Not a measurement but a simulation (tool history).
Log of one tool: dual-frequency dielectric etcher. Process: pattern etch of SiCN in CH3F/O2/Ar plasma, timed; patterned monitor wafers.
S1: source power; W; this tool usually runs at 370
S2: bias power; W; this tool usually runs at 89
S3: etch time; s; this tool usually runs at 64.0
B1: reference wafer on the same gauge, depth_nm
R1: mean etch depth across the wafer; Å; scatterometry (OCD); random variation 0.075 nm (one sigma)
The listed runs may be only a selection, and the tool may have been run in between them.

Run 1, day 0.000: usual settings but S1 320 W; B1 29.91. Result: R1 229.1 Å.
Run 2, day 5.654: usual settings but S1 320 W; B1 29.93. Result: R1 229.0 Å.
Run 3, day 7.996: usual settings; B1 29.89. Result: R1 251.5 Å.
Run 4, day 10.900: usual settings; B1 29.89. Result: R1 251.4 Å.
Run 5, day 13.171: usual settings but S1 340 W; B1 29.88. Result: R1 238.4 Å.
Run 6, day 15.462: usual settings but S1 340 W; B1 29.87. Result: R1 237.6 Å.
At day 17.283: wet clean of the chamber.
Run 7, day 17.304: usual settings; B1 29.87. Result: R1 252.3 Å.
Run 8, day 18.679: usual settings; B1 29.90. Result: R1 253.0 Å.
Run 9, day 19.854: usual settings; B1 29.91. Result: R1 252.1 Å.
At day 20.175: source power generator calibrated.
Run 10, day 21.667: usual settings; B1 29.87. Result: R1 252.8 Å.
Run 11, day 24.458: usual settings; B1 29.87. Result: R1 251.0 Å.
Run 12, day 25.946: usual settings; B1 29.88. Result: R1 252.1 Å.
Run 13, day 27.533: usual settings but S1 420 W, S2 68 W, S3 52.5 s; B1 29.86. Result: R1 202.0 Å.
At day 29.662: gauge calibrated.
Run 14, day 30.150: usual settings but S2 103 W; B1 29.93. Result: R1 266.1 Å.
Run 15, day 31.358: usual settings; B1 29.86. Result: R1 250.2 Å.
Run 16, day 33.775: usual settings but S1 300 W; B1 29.88. Result: R1 220.2 Å.
Run 17, day 36.404: usual settings but S2 81 W, S3 55.0 s; B1 29.90. Result: R1 209.4 Å.
At day 38.050: bias power generator calibrated.
At day 38.575: upper electrode replaced.
Run 18, day 38.596: usual settings but S2 78 W, S3 73.0 s; B1 29.93. Result: R1 272.0 Å.
Run 19, day 39.025: usual settings but S3 74.5 s; B1 29.93. Result: R1 288.7 Å.
At day 41.238: wet clean of the chamber.
Run 20, day 41.883: usual settings but S1 440 W, S2 102 W; B1 29.89. Result: R1 291.0 Å.
Run 21, day 43.167: usual settings; B1 29.88. Result: R1 252.0 Å.
Run 22, day 47.142: usual settings but S3 48.0 s; B1 29.92. Result: R1 188.3 Å.
Run 23, day 49.183: usual settings; B1 29.89. Result: R1 251.8 Å.
Run 24, day 51.175: usual settings but S1 410 W, S2 76 W, S3 54.5 s; B1 29.93. Result: R1 215.1 Å.
Run 25, day 53.967: usual settings but S3 74.0 s; B1 29.88. Result: R1 289.9 Å.

Below are 5 alternative next runs, each starting from the tool's condition after run 25. Predict each:
Run A, day 53.983: usual settings but S2 96 W; B1 ?. Result: R1 ?.
Run B, day 53.983: usual settings but S2 104 W, S3 70.0 s; B1 ?. Result: R1 ?.
Run C, day 53.983: usual settings but S1 300 W, S3 75.5 s; B1 ?. Result: R1 ?.
Run D, day 53.983: usual settings but S2 71 W; B1 ?. Result: R1 ?.
Run E, day 53.983: usual settings but S1 310 W, S2 104 W, S3 50.5 s; B1 ?. Result: R1 ?.

run     B1     R1
  A  29.95  257.7
  B  29.95  290.3
  C  29.95  259.0
  D  29.95  231.6
  E  29.95  187.6
Stripped of hidden state, with their random variation kept, the same runs would have yielded:
run     R1
  A  260.2
  B  293.1
  C  261.5
  D  233.9
  E  189.5
